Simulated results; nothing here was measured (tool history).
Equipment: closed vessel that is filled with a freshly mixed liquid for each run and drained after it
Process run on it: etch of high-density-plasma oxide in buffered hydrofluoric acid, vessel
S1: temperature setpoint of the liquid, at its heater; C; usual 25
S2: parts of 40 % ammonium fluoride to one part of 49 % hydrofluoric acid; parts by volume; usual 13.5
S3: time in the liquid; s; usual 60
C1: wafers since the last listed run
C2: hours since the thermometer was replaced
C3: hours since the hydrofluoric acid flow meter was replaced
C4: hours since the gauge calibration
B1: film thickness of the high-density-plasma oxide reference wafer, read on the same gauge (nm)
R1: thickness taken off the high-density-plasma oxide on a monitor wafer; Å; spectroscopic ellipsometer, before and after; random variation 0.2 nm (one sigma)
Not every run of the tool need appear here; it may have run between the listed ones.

run	hour	S1	S2	S3	C1	C2	C3	C4	B1	R1
1	0	25	13.5	70	0	1847.9	2219.3	173.4	70	765.7
2	14.1	25	13.5	70	1543	1862	2233.4	187.5	70.01	769.2
3	28	25	13.5	60	1521	1875.9	2247.3	201.4	70.02	659.4
4	44.4	25	13.5	60	1794	1892.3	2263.7	217.8	70.04	656.4
5	56.7	25	13.5	60	1346	1904.6	2276	230.1	69.98	660.3
6	63.4	25	13.5	60	733	1911.3	2282.7	236.8	70.02	658.6
# hour 71.8: hydrofluoric acid flow meter replaced
7	80.3	25	13.5	60	1739	1928.2	8.5	253.7	69.99	664.6
8	109.6	25	13.5	60	3206	1957.5	37.8	283	70.01	659.5
9	117.4	25	13.5	60	853	1965.3	45.6	290.8	70	664.7
# hour 121.9: gauge calibrated
10	133.1	25	13.5	60	1718	1981	61.3	11.2	70.01	660.7
11	140.6	25	17.5	60	820	1988.5	68.8	18.7	70	512.8
12	146.6	25	17.5	60	656	1994.5	74.8	24.7	70	515.7
13	157.6	25	15.5	60	1203	2005.5	85.8	35.7	70.01	578.8
14	170.1	22	13.5	30	1367	2018	98.3	48.2	69.97	282.6
15	186.2	29	13.5	45	1761	2034.1	114.4	64.3	70.01	617.7
16	193.6	25	13.5	60	809	2041.5	121.8	71.7	69.99	662.4
17	201.8	25	13.5	60	897	2049.7	130	79.9	69.98	665.7
18	208.5	20.5	13.5	80	733	2056.4	136.7	86.6	69.98	696.3
19	221.5	23	11	45	1422	2069.4	149.7	99.6	70.01	546.7
20	228.2	23	10	30	733	2076.1	156.4	106.3	70.01	399.2
21	242.7	20.5	13.5	60	1586	2090.6	170.9	120.8	70	524.1
22	256.8	20	18	35	1543	2104.7	185	134.9	70.01	224.1
# hour 268: thermometer replaced
23	268.5	20	12	85	1170	0.5	196.7	146.6	70.01	711.2
24	276	25	13.5	60	820	8	204.2	154.1	69.99	585.3
25	287.9	20.5	18.5	30	1302	19.9	216.1	166	70.02	167.7
26	296.6	25	13.5	60	952	28.6	224.8	174.7	69.99	583.8
27	310.9	25	13.5	60	1564	42.9	239.1	189	70.01	584.2
28	323.9	28	17.5	80	1422	55.9	252.1	202	69.98	711.7
29	337.2	20	12	85	1455	69.2	265.4	215.3	69.98	711.3
30	354.1	29	13.5	45	1849	86.1	282.3	232.2	70.01	545.1
31	370.9	21	13.5	80	1838	102.9	299.1	249	69.98	628.7

Forecast each of these 5 alternatives for the next run:
A	371.6	25	13.5	60	76	103.6	299.8	249.7	?	?
B	371.6	25	13.5	35	76	103.6	299.8	249.7	?	?
C	371.6	23	13.5	35	76	103.6	299.8	249.7	?	?
D	371.6	28	18	35	76	103.6	299.8	249.7	?	?
E	371.6	25	10	95	76	103.6	299.8	249.7	?	?

run	B1	R1
A	69.98	590
B	69.98	344.2
C	69.98	308.6
D	69.98	304.8
E	69.98	1252.2
Stripped of hidden state, with their random variation kept, the same runs would have yielded:
run	R1
A	584.6
B	341
C	305.8
D	302.1
E	1240.7

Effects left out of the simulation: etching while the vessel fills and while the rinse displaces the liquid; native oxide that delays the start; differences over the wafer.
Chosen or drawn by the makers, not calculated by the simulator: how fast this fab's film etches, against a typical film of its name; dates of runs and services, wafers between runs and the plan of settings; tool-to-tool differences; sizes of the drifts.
